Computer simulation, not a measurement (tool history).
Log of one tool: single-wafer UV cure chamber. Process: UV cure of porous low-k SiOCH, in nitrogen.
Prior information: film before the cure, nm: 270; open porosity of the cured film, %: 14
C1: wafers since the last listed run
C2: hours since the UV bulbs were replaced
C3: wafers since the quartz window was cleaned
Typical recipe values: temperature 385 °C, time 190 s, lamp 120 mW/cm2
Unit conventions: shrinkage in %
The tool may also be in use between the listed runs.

run 1 hour=0 | temperature=390 time=260 lamp=120 | C1=0 C2=2169.5 C3=2113 | shrinkage=12.689
-- hour=20.6 quartz window cleaned
run 2 hour=21.1 | temperature=390 time=260 lamp=120 | C1=157 C2=2190.6 C3=6 | shrinkage=13.569
run 3 hour=40.2 | temperature=390 time=260 lamp=120 | C1=229 C2=2209.7 C3=235 | shrinkage=13.249
run 4 hour=58.1 | temperature=385 time=235 lamp=120 | C1=214 C2=2227.6 C3=450 | shrinkage=12.183
run 5 hour=89.7 | temperature=385 time=235 lamp=120 | C1=379 C2=2259.2 C3=830 | shrinkage=12.012
run 6 hour=110.2 | temperature=385 time=270 lamp=120 | C1=246 C2=2279.7 C3=1076 | shrinkage=13.038
run 7 hour=132.7 | temperature=385 time=105 lamp=120 | C1=270 C2=2302.2 C3=1346 | shrinkage=8.403
run 8 hour=154.2 | temperature=385 time=105 lamp=120 | C1=258 C2=2323.7 C3=1605 | shrinkage=8.425
run 9 hour=170.2 | temperature=385 time=190 lamp=120 | C1=192 C2=2339.7 C3=1797 | shrinkage=11.024
run 10 hour=205.7 | temperature=385 time=190 lamp=111 | C1=426 C2=2375.2 C3=2223 | shrinkage=10.698
run 11 hour=221.6 | temperature=385 time=190 lamp=111 | C1=190 C2=2391.1 C3=2414 | shrinkage=10.748
run 12 hour=249.9 | temperature=385 time=190 lamp=120 | C1=339 C2=2419.4 C3=2754 | shrinkage=11.081
-- hour=277.4 quartz window cleaned
run 13 hour=284.8 | temperature=385 time=190 lamp=120 | C1=323 C2=2454.3 C3=88 | shrinkage=10.562
run 14 hour=312.7 | temperature=385 time=190 lamp=120 | C1=335 C2=2482.2 C3=424 | shrinkage=10.44
run 15 hour=399.3 | temperature=385 time=190 lamp=120 | C1=1040 C2=2568.8 C3=1464 | shrinkage=10.109
run 16 hour=414.8 | temperature=385 time=190 lamp=120 | C1=186 C2=2584.3 C3=1650 | shrinkage=10.332
run 17 hour=432 | temperature=385 time=190 lamp=120 | C1=206 C2=2601.5 C3=1856 | shrinkage=10.032
run 18 hour=464.3 | temperature=385 time=190 lamp=120 | C1=387 C2=2633.8 C3=2244 | shrinkage=10.085
-- hour=488.4 quartz window cleaned, repeated, since the last time left the tool worse
run 19 hour=493.1 | temperature=385 time=190 lamp=120 | C1=249 C2=2662.6 C3=56 | shrinkage=11.24
run 20 hour=508.4 | temperature=385 time=190 lamp=120 | C1=183 C2=2677.9 C3=240 | shrinkage=11.17
run 21 hour=526.2 | temperature=369 time=95 lamp=92 | C1=213 C2=2695.7 C3=454 | shrinkage=6.853
run 22 hour=549.8 | temperature=385 time=135 lamp=144 | C1=283 C2=2719.3 C3=737 | shrinkage=10.569
run 23 hour=582.7 | temperature=369 time=275 lamp=143 | C1=395 C2=2752.2 C3=1132 | shrinkage=13.523
run 24 hour=613.5 | temperature=385 time=235 lamp=120 | C1=369 C2=2783 C3=1502 | shrinkage=12.024
run 25 hour=642.4 | temperature=385 time=190 lamp=120 | C1=347 C2=2811.9 C3=1849 | shrinkage=11.116
run 26 hour=677.5 | temperature=366 time=130 lamp=90 | C1=421 C2=2847 C3=2271 | shrinkage=7.897
run 27 hour=697.9 | temperature=405 time=190 lamp=142 | C1=245 C2=2867.4 C3=2516 | shrinkage=11.896
run 28 hour=716.2 | temperature=385 time=120 lamp=137 | C1=219 C2=2885.7 C3=2736 | shrinkage=9.358
-- hour=734.9 quartz window cleaned
run 29 hour=749.6 | temperature=404 time=190 lamp=145 | C1=305 C2=2919.1 C3=176 | shrinkage=12.708
run 30 hour=782 | temperature=400 time=90 lamp=147 | C1=389 C2=2951.5 C3=565 | shrinkage=9.142
-- hour=792.2 UV bulbs replaced
run 31 hour=803.2 | temperature=377 time=120 lamp=120 | C1=158 C2=11 C3=724 | shrinkage=8.966
run 32 hour=831.4 | temperature=378 time=120 lamp=120 | C1=338 C2=39.2 C3=1062 | shrinkage=9.091
run 33 hour=862.1 | temperature=370 time=230 lamp=120 | C1=368 C2=69.9 C3=1431 | shrinkage=11.942
run 34 hour=874.7 | temperature=385 time=190 lamp=120 | C1=151 C2=82.5 C3=1582 | shrinkage=11.325
run 35 hour=894.2 | temperature=385 time=190 lamp=103 | C1=234 C2=102 C3=1817 | shrinkage=10.392
run 36 hour=926.5 | temperature=385 time=190 lamp=94 | C1=387 C2=134.3 C3=2205 | shrinkage=9.94
run 37 hour=956.7 | temperature=374 time=150 lamp=91 | C1=362 C2=164.5 C3=2567 | shrinkage=8.529
-- hour=971.8 quartz window cleaned
run 38 hour=976.9 | temperature=385 time=110 lamp=120 | C1=146 C2=184.7 C3=60 | shrinkage=8.789
run 39 hour=1013.6 | temperature=385 time=190 lamp=84 | C1=440 C2=221.4 C3=501 | shrinkage=9.878
run 40 hour=1031.8 | temperature=385 time=190 lamp=84 | C1=218 C2=239.6 C3=720 | shrinkage=9.61

Alternative continuations, all from the tool just after run 40; predict every row:
run A hour=1032.2 | temperature=391 time=190 lamp=120 | C1=4 C2=240 C3=725 | shrinkage=?
run B hour=1032.2 | temperature=403 time=190 lamp=120 | C1=4 C2=240 C3=725 | shrinkage=?
run C hour=1032.2 | temperature=373 time=300 lamp=85 | C1=4 C2=240 C3=725 | shrinkage=?
run D hour=1032.2 | temperature=400 time=190 lamp=93 | C1=4 C2=240 C3=725 | shrinkage=?

run=A shrinkage=11.471
run=B shrinkage=11.693
run=C shrinkage=11.657
run=D shrinkage=10.443
Without the tool's hidden state the same runs would have given:
run=A shrinkage=11.753
run=B shrinkage=11.977
run=C shrinkage=11.94
run=D shrinkage=10.717
